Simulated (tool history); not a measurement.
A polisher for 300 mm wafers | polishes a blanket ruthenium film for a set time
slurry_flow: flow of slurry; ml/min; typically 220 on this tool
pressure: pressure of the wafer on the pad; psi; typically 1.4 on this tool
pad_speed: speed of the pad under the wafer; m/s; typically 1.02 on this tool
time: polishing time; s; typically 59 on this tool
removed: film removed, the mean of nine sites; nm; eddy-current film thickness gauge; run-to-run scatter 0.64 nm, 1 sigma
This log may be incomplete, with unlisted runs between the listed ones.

run,hour,slurry_flow,pressure,pad_speed,time,"incoming thickness of the incoming film, nm",removed
1,0.0,220,1.4,1.02,59,249.9,39.3
2,72.9,220,1.4,1.02,59,251.3,37.9
# hour 139.3: worn pad replaced by a new one
# hour 151.1: slurry nozzle cleaned
3,172.6,220,1.4,1.02,59,251.8,44.2
4,244.9,220,1.4,1.02,59,251.0,39.7
5,293.9,220,1.4,1.02,59,249.8,38.2
6,380.1,220,1.4,1.02,59,251.7,36.0
# hour 393.0: worn pad replaced by a new one
# hour 412.3: slurry nozzle cleaned
7,468.8,220,1.4,1.02,59,248.1,39.4
8,528.0,290,1.4,1.02,75,247.3,51.4
9,598.1,220,1.4,0.78,59,253.5,28.5
# hour 651.9: worn pad replaced by a new one
# hour 665.4: slurry nozzle cleaned
10,689.7,220,1.4,1.02,59,251.4,43.8
11,732.3,220,1.7,1.02,80,251.6,67.8
12,774.5,275,1.4,1.02,65,249.8,45.6
# hour 815.9: head pressure recalibrated
# hour 889.5: worn pad replaced by a new one
# hour 895.9: slurry nozzle cleaned
13,995.4,200,1.6,1.02,50,255.2,37.4
14,1098.3,220,1.4,1.02,59,247.4,36.6
# hour 1153.8: worn pad replaced by a new one
# hour 1163.0: slurry nozzle cleaned
15,1169.7,220,1.6,1.28,72,250.3,80.0

Below are 4 alternative next runs, each starting from the tool's condition after run 15. Predict each:
A,1170.1,220,1.4,1.02,59,251.2,?
B,1170.1,220,1.4,0.80,44,251.2,?
C,1170.1,145,1.4,1.02,59,251.2,?
D,1170.1,220,1.4,1.32,59,251.2,?

run,removed
A,44.9
B,26.3
C,41.6
D,58.1
With the hidden condition removed and each run's random variation left untouched, the same runs would have given:
run,removed
A,47.3
B,27.7
C,44.1
D,61.2

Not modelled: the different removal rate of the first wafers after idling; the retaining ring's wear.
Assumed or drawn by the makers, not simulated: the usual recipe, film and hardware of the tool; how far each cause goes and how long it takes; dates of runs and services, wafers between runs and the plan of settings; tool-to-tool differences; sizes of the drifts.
